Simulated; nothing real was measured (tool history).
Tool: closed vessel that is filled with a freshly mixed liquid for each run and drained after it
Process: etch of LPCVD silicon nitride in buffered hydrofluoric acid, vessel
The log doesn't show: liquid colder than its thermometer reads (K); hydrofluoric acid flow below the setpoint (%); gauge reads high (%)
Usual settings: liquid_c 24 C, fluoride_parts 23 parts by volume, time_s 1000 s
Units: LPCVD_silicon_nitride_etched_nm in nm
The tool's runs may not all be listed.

run    hour  liquid_c  fluoride_parts  time_s  wafers since the last listed run  hours since the thermometer was replaced  hours since the hydrofluoric acid flow meter was replaced  hours since the gauge calibration  read-back film thickness of the LPCVD silicon nitride reference wafer, read on the same gauge (nm)  LPCVD_silicon_nitride_etched_nm
  1       0        21              23    1000                                 0                                    2167.4                                                      456.9                             1185.3                                                                                                  90                             4.99
  2    64.1        21              23    1000                              4058                                    2231.5                                                        521                             1249.4                                                                                               90.02                             4.99
  3   135.6      25.5              23     860                              4527                                      2303                                                      592.5                             1320.9                                                                                               90.02                             5.49
  4   179.2        21              23     665                              2760                                    2346.6                                                      636.1                             1364.5                                                                                               90.04                             3.33
  5     266      20.5              23    1000                              5495                                    2433.4                                                      722.9                             1451.3                                                                                               89.98                             4.82
  6     341      20.5              23    1000                              4748                                    2508.4                                                      797.9                             1526.3                                                                                               89.99                             4.78
        381  -- gauge calibrated
  7   406.5      20.5              23    1000                              4147                                    2573.9                                                      863.4                               25.5                                                                                                  90                             4.86
  8     484        24              23    1000                              4907                                    2651.4                                                      940.9                                103                                                                                               90.02                              5.8
      513.9  -- thermometer replaced
  9   679.5        24              23    1000                             12315                                     165.6                                                     1136.4                              298.5                                                                                               90.01                             6.45
 10   742.5        24              23    1285                              3989                                     228.6                                                     1199.4                              361.5                                                                                               89.98                             8.17
 11   796.7        24            14.5    1270                              3431                                     282.8                                                     1253.6                              415.7                                                                                               89.99                             12.2
 12   842.1        24              23    1155                              2874                                     328.2                                                       1299                              461.1                                                                                                  90                             7.39
      927.1  -- hydrofluoric acid flow meter replaced
 13   945.2      20.5              23     740                              6464                                     431.3                                                       18.1                              564.2                                                                                               89.98                             3.86
 14  1001.7        24              23    1000                              3577                                     487.8                                                       74.6                              620.7                                                                                               90.03                             6.33
 15  1040.8      28.5              23     755                              2475                                     526.9                                                      113.7                              659.8                                                                                               89.98                             6.18
 16    1133        21            18.5     635                              5837                                     619.1                                                      205.9                                752                                                                                               89.97                             4.06
 17  1184.7        24              30     585                              3273                                     670.8                                                      257.6                              803.7                                                                                                  90                             3.13

4 ways to go on from here, each from the tool as it stands after run 17. What would each give?
  A  1185.6        24              23    1000                                56                                     671.7                                                      258.5                              804.6                                                                                                   ?                                ?
  B  1185.6      28.5              15    1000                                56                                     671.7                                                      258.5                              804.6                                                                                                   ?                                ?
  C  1185.6        24              15    1000                                56                                     671.7                                                      258.5                              804.6                                                                                                   ?                                ?
  D  1185.6      27.5              23     640                                56                                     671.7                                                      258.5                              804.6                                                                                                   ?                                ?

run  read-back film thickness of the LPCVD silicon nitride reference wafer, read on the same gauge (nm)  LPCVD_silicon_nitride_etched_nm
  A                                                                                               90.02                             6.45
  B                                                                                               90.02                            12.01
  C                                                                                               90.02                             9.42
  D                                                                                               90.02                             4.99
Without the tool's hidden state the same runs would have given:
run  LPCVD_silicon_nitride_etched_nm
  A                             6.59
  B                            12.26
  C                             9.63
  D                              5.1

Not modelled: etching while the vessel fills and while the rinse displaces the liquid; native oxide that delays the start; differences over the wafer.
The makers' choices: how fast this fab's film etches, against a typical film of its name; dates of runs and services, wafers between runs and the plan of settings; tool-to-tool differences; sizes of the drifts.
